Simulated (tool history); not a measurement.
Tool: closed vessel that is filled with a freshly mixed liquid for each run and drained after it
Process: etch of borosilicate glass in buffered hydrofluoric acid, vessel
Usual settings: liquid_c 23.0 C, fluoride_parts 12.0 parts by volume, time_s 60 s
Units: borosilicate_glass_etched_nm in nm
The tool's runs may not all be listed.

| run | hour | liquid_c | fluoride_parts | time_s | read-back film thickness of the borosilicate glass reference wafer, read on the same gauge (nm) | borosilicate_glass_etched_nm |
|---|---|---|---|---|---|---|
| 1 | 0.0 | 24.5 | 12.0 | 60 | 122.55 | 65.32 |
| 2 | 33.7 | 23.0 | 12.0 | 60 | 122.73 | 59.67 |
| 3 | 49.4 | 23.0 | 12.0 | 60 | 122.84 | 59.94 |
| 4 | 75.0 | 23.0 | 12.0 | 60 | 122.99 | 60.52 |
| 5 | 103.3 | 23.0 | 12.0 | 60 | 123.20 | 60.25 |
| 6 | 129.7 | 23.0 | 12.0 | 60 | 123.36 | 61.45 |
| 7 | 145.9 | 23.0 | 12.0 | 60 | 123.49 | 61.41 |
| 8 | 172.7 | 23.0 | 12.0 | 60 | 123.63 | 61.08 |
| 9 | 191.7 | 19.5 | 10.5 | 90 | 123.80 | 87.21 |
| 10 | 217.0 | 23.0 | 12.0 | 60 | 123.97 | 61.48 |
| 11 | 247.2 | 23.0 | 12.0 | 60 | 124.20 | 62.87 |
| 12 | 268.5 | 20.0 | 15.0 | 60 | 124.40 | 41.68 |
| 13 | 291.8 | 23.0 | 12.0 | 60 | 124.55 | 61.83 |
| 14 | 319.8 | 23.0 | 12.0 | 95 | 124.83 | 96.75 |
| 15 | 346.9 | 23.0 | 12.0 | 60 | 125.04 | 61.24 |
| 16 | 362.5 | 23.0 | 12.0 | 60 | 125.15 | 62.96 |
| 17 | 398.2 | 20.0 | 12.0 | 75 | 125.52 | 67.03 |
| 18 | 420.1 | 21.5 | 12.0 | 60 | 125.72 | 57.98 |
| 19 | 447.8 | 20.5 | 8.0 | 70 | 125.95 | 94.57 |
| 20 | 537.2 | 23.0 | 12.0 | 60 | 126.87 | 62.28 |
|  | 541.6 | hydrofluoric acid flow meter replaced |
|  | 556.7 | gauge calibrated |
| 21 | 564.0 | 25.0 | 16.5 | 90 | 120.29 | 72.66 |
| 22 | 588.0 | 20.5 | 12.0 | 45 | 120.29 | 38.91 |
| 23 | 608.6 | 19.0 | 7.5 | 40 | 120.30 | 50.55 |
| 24 | 628.7 | 23.0 | 12.0 | 60 | 120.32 | 59.84 |
| 25 | 655.0 | 23.0 | 8.0 | 35 | 120.34 | 50.71 |
| 26 | 676.5 | 27.0 | 7.5 | 35 | 120.36 | 67.03 |
| 27 | 689.6 | 23.0 | 7.5 | 70 | 120.38 | 108.18 |
| 28 | 729.4 | 23.0 | 12.0 | 60 | 120.43 | 59.11 |
| 29 | 758.1 | 23.0 | 14.5 | 40 | 120.49 | 32.64 |
| 30 | 774.3 | 19.0 | 14.0 | 30 | 120.54 | 20.57 |
| 31 | 793.9 | 19.0 | 15.5 | 50 | 120.54 | 31.44 |
| 32 | 823.9 | 23.0 | 12.0 | 60 | 120.63 | 60.90 |

4 ways to go on from here, each from the tool as it stands after run 32. What would each give?
| A | 824.6 | 23.0 | 12.0 | 60 | ? | ? |
| B | 824.6 | 27.0 | 8.0 | 40 | ? | ? |
| C | 824.6 | 24.5 | 7.0 | 40 | ? | ? |
| D | 824.6 | 23.0 | 12.0 | 70 | ? | ? |

| run | read-back film thickness of the borosilicate glass reference wafer, read on the same gauge (nm) | borosilicate_glass_etched_nm |
|---|---|---|
| A | 120.64 | 60.48 |
| B | 120.64 | 72.73 |
| C | 120.64 | 73.85 |
| D | 120.64 | 70.56 |
Without the tool's hidden state the same runs would have given:
| run | borosilicate_glass_etched_nm |
|---|---|
| A | 60.16 |
| B | 72.35 |
| C | 73.47 |
| D | 70.19 |
